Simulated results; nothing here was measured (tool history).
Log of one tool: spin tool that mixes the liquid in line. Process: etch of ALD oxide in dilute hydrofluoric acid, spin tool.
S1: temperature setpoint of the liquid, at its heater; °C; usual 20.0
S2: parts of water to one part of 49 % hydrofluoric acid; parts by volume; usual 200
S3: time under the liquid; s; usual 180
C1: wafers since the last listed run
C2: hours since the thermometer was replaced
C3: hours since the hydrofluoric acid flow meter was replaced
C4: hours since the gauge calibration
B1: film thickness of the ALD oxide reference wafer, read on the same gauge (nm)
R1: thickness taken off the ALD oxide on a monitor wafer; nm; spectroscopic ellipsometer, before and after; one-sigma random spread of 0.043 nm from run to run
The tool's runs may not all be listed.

run,day,S1,S2,S3,C1,C2,C3,C4,B1,R1
1,0.000,23.0,200,180,0,832.9,1212.9,330.7,50.02,12.93
2,3.858,20.0,200,180,452,925.5,1305.5,423.3,49.99,11.46
3,6.000,20.0,200,180,251,976.9,1356.9,474.7,50.03,11.56
4,9.467,20.0,200,130,406,1060.1,1440.1,557.9,50.00,8.27
5,11.158,20.0,200,130,198,1100.7,1480.7,598.5,50.00,8.26
6,13.700,20.0,200,130,298,1161.7,1541.7,659.5,50.03,8.28
7,16.808,20.0,235,180,364,1236.3,1616.3,734.1,49.98,9.30
8,19.996,20.0,200,105,373,1312.8,1692.8,810.6,50.02,6.66
9,24.217,20.0,200,105,494,1414.1,1794.1,911.9,50.01,6.62
# day 26.242: hydrofluoric acid flow meter replaced
10,26.679,20.0,240,80,283,1473.2,10.5,971.0,49.98,4.25
11,30.529,20.0,150,240,451,1565.6,102.9,1063.4,49.99,22.28
12,33.229,17.0,110,285,316,1630.4,167.7,1128.2,50.00,33.15
# day 35.250: thermometer replaced
# day 36.133: gauge calibrated
13,36.862,17.0,295,235,421,38.7,254.9,17.5,50.04,8.57
14,41.242,20.0,200,135,513,143.8,360.0,122.6,49.99,8.83
15,43.067,20.0,200,230,214,187.6,403.8,166.4,50.01,15.06
16,47.092,20.0,200,180,472,284.2,500.4,263.0,49.96,11.68
17,48.779,20.0,200,275,197,324.7,540.9,303.5,50.00,17.95
18,52.875,17.0,175,240,480,423.0,639.2,401.8,49.99,16.29

Measured minus without-hidden-state, run by run (identical run-to-run variation in each term; gauge scatter may differ):
Hidden state at play: liquid hotter than its thermometer reads (K); hydrofluoric acid flow below the setpoint (%); gauge reads high (%).
run,R1
1,-0.57
2,-0.53
3,-0.56
4,-0.42
5,-0.44
6,-0.45
7,-0.55
8,-0.40
9,-0.42
10,-0.05
11,-0.32
12,-0.53
13,-0.18
14,-0.21
15,-0.37
16,-0.33
17,-0.54
18,-0.52
